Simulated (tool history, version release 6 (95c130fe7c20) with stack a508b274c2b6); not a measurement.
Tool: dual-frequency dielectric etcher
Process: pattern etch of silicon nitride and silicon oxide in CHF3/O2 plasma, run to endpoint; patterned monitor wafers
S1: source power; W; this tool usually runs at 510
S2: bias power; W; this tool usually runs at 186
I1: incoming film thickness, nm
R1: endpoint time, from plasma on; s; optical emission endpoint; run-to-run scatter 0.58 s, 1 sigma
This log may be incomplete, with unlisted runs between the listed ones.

run 1 hour=0 | S1=460 S2=209 | I1=263.6 | R1=191.7
run 2 hour=62 | S1=460 S2=209 | I1=263.1 | R1=192
run 3 hour=121.9 | S1=510 S2=169 | I1=266.7 | R1=207.1
run 4 hour=206 | S1=510 S2=169 | I1=266.7 | R1=208.3
-- hour=258.6 source power generator calibrated
run 5 hour=277.4 | S1=510 S2=169 | I1=266 | R1=207
run 6 hour=305.2 | S1=480 S2=186 | I1=265.1 | R1=203
-- hour=366.4 bias power generator calibrated
-- hour=393.5 wet clean of the chamber
run 7 hour=394 | S1=610 S2=186 | I1=264.8 | R1=180.4
-- hour=423.1 upper electrode replaced
run 8 hour=423.6 | S1=600 S2=201 | I1=264.6 | R1=175.3
run 9 hour=499.4 | S1=390 S2=203 | I1=266 | R1=205.2
run 10 hour=540.7 | S1=590 S2=216 | I1=266.2 | R1=172.7
run 11 hour=580.7 | S1=460 S2=228 | I1=268.2 | R1=186.4
run 12 hour=616.4 | S1=400 S2=151 | I1=263.9 | R1=233.5
run 13 hour=686.9 | S1=610 S2=186 | I1=264.7 | R1=183.2
run 14 hour=736.5 | S1=450 S2=205 | I1=264.4 | R1=196.6

The tool's hidden state at each run:
source power that arrives over what is set, %: 0 in every run
bias power that arrives over what is set, %: 0 in every run
H1: etch rate over this chamber's usual, %
run=1 H1=-1.73
run=2 H1=-2.07
run=3 H1=-2.39
run=4 H1=-2.84
run=5 H1=-3.23
run=6 H1=-3.38
run=7 H1=-0.364
run=8 H1=-0.523
run=9 H1=-0.931
run=10 H1=-1.15
run=11 H1=-1.37
run=12 H1=-1.56
run=13 H1=-1.94
run=14 H1=-2.21
